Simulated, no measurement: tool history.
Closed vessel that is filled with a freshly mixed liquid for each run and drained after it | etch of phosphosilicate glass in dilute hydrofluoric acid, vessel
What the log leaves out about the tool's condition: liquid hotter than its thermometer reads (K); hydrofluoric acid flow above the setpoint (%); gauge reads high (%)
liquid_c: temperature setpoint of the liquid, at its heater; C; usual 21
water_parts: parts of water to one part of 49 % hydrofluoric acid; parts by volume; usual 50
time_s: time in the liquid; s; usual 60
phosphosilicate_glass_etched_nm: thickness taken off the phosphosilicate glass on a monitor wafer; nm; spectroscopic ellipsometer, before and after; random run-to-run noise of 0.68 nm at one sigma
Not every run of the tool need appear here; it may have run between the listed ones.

run    hour  liquid_c  water_parts  time_s  wafers since the last listed run  hours since the thermometer was replaced  hours since the hydrofluoric acid flow meter was replaced  hours since the gauge calibration  read-back film thickness of the phosphosilicate glass reference wafer, read on the same gauge (nm)  phosphosilicate_glass_etched_nm
  1       0        21           50      60                                 0                                     481.7                                                      108.7                             1435.1                                                                                               49.99                           107.64
  2    54.6        21           50      60                              4804                                     536.3                                                      163.3                             1489.7                                                                                                  50                           107.42
  3   147.4        21           50      60                              8165                                     629.1                                                      256.1                             1582.5                                                                                               49.98                           109.19
  4   247.6        21           65      60                              8816                                     729.3                                                      356.3                             1682.7                                                                                               49.99                            82.28
  5   338.7        21           65      60                              8016                                     820.4                                                      447.4                             1773.8                                                                                                  50                            83.08
  6   393.9        21           65      60                              4857                                     875.6                                                      502.6                               1829                                                                                               50.04                            82.99
  7   496.3        21           40      60                              9010                                       978                                                        605                             1931.4                                                                                               49.97                           142.06
      563.7  -- thermometer replaced
  8   583.6        21           50      80                              7593                                      19.9                                                      692.3                             2018.7                                                                                               49.99                           148.36
  9   678.4      17.5           65      60                              8341                                     114.7                                                      787.1                             2113.5                                                                                               50.02                            72.56
 10   783.1      17.5           65      60                              9212                                     219.4                                                      891.8                             2218.2                                                                                               50.05                            73.78
 11   873.7        21           50      60                              7972                                       310                                                      982.4                             2308.8                                                                                               50.01                            113.7
      883.9  -- hydrofluoric acid flow meter replaced
 12   919.1        21           35      45                              3906                                     355.4                                                       35.2                             2354.2                                                                                               50.05                           115.48
 13   996.3        21           70      60                              6793                                     432.6                                                      112.4                             2431.4                                                                                               49.99                             74.1
       1047  -- gauge calibrated
 14  1103.2        26           35      40                              9406                                     539.5                                                      219.3                               56.2                                                                                               50.01                           130.01
 15  1210.6        21           50      60                              9450                                     646.9                                                      326.7                              163.6                                                                                               50.01                            108.3
 16  1247.9        21           50      60                              3282                                     684.2                                                        364                              200.9                                                                                                  50                           108.32
 17  1328.3        21           30      60                              7074                                     764.6                                                      444.4                              281.3                                                                                               50.02                           186.94
 18  1427.8      23.5           60      60                              8755                                     864.1                                                      543.9                              380.8                                                                                               49.99                           100.43
     1452.4  -- thermometer replaced
 19  1472.6        21           30      60                              3854                                      20.2                                                      588.7                              425.6                                                                                               49.99                           188.28

For run 20, what comes out?
 20  1529.3        17           30      30                              4989                                      76.9                                                      645.4                              482.3                                                                                                   ?                                ?

read-back film thickness of the phosphosilicate glass reference wafer, read on the same gauge (nm): 50.01
phosphosilicate_glass_etched_nm: 79.65 nm
If the tool had no hidden condition, the same run with the same run-to-run variation would have returned phosphosilicate_glass_etched_nm 76.34 nm.
